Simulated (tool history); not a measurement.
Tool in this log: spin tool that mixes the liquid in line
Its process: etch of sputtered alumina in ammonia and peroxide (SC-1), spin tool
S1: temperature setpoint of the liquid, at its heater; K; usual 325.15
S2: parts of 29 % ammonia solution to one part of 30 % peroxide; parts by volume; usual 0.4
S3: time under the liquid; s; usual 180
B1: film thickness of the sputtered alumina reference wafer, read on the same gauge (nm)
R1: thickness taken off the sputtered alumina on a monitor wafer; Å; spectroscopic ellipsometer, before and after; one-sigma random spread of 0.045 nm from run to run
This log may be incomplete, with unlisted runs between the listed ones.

Run 1, hour 0: usual settings but S3 205 s; B1 149.99. Result: R1 83.7 Å.
At hour 7.7: new drum of ammonia solution connected.
Run 2, hour 96.6: usual settings but S3 205 s; B1 150. Result: R1 83.7 Å.
Run 3, hour 180.4: usual settings but S3 205 s; B1 149.99. Result: R1 82.1 Å.
Run 4, hour 250: usual settings; B1 149.99. Result: R1 72.4 Å.
Run 5, hour 350.4: usual settings; B1 150. Result: R1 72.5 Å.
Run 6, hour 455.5: usual settings but S2 0.5 parts by volume, S3 115 s; B1 150.02. Result: R1 46.9 Å.
Run 7, hour 562.2: usual settings but S2 0.5 parts by volume, S3 115 s; B1 150. Result: R1 46.5 Å.
At hour 564.5: ammonia flow meter replaced.
At hour 609.8: gauge calibrated.
Run 8, hour 613.9: usual settings but S2 0.5 parts by volume, S3 115 s; B1 149.99. Result: R1 46.3 Å.
Run 9, hour 690.9: usual settings; B1 150.01. Result: R1 70.9 Å.
At hour 708.9: thermometer replaced.
Run 10, hour 772.9: usual settings; B1 150. Result: R1 70.5 Å.
Run 11, hour 854.3: usual settings; B1 150.01. Result: R1 70.5 Å.
Run 12, hour 897.1: usual settings; B1 149.99. Result: R1 70.3 Å.
Run 13, hour 995.2: usual settings but S1 333.65 K; B1 150.01. Result: R1 111 Å.
At hour 1017.4: new drum of ammonia solution connected.
Run 14, hour 1096.9: usual settings but S1 316.65 K, S2 0.25 parts by volume; B1 150. Result: R1 41.4 Å.
Run 15, hour 1175.4: usual settings but S2 0.3 parts by volume; B1 149.99. Result: R1 67.1 Å.
Run 16, hour 1226: usual settings but S1 321.15 K, S2 0.5 parts by volume, S3 265 s; B1 150.01. Result: R1 83.1 Å.
At hour 1298.7: heated supply line repaired.
Run 17, hour 1329.1: usual settings; B1 150.01. Result: R1 74.1 Å.
Run 18, hour 1365.7: usual settings but S3 265 s; B1 150. Result: R1 108 Å.
Run 19, hour 1421: usual settings but S1 330.65 K, S3 125 s; B1 150.02. Result: R1 68.9 Å.
At hour 1483.3: ammonia flow meter replaced.
Run 20, hour 1512.4: usual settings but S1 331.65 K, S2 0.55 parts by volume, S3 140 s; B1 150. Result: R1 83.3 Å.
Run 21, hour 1605: usual settings but S1 316.15 K, S2 0.35 parts by volume; B1 149.98. Result: R1 43.7 Å.
Run 22, hour 1647.7: usual settings; B1 150. Result: R1 72.9 Å.

Each run again, without the hidden state but with its own random variation kept:
The hidden state here: liquid hotter than its thermometer reads (K); ammonia flow below the setpoint (%); temperature lost on the way to the wafer (K); ammonia solution weaker than its label (%); gauge reads high (%).
run     R1
  1   85.1
  2   85.5
  3   84.2
  4   74.5
  5     75
  6   48.7
  7   48.6
  8   48.5
  9   74.5
 10   74.5
 11   74.7
 12   74.6
 13    118
 14   44.6
 15   72.2
 16   89.9
 17   74.6
 18  108.9
 19   69.6
 20   84.5
 21   44.6
 22   74.6

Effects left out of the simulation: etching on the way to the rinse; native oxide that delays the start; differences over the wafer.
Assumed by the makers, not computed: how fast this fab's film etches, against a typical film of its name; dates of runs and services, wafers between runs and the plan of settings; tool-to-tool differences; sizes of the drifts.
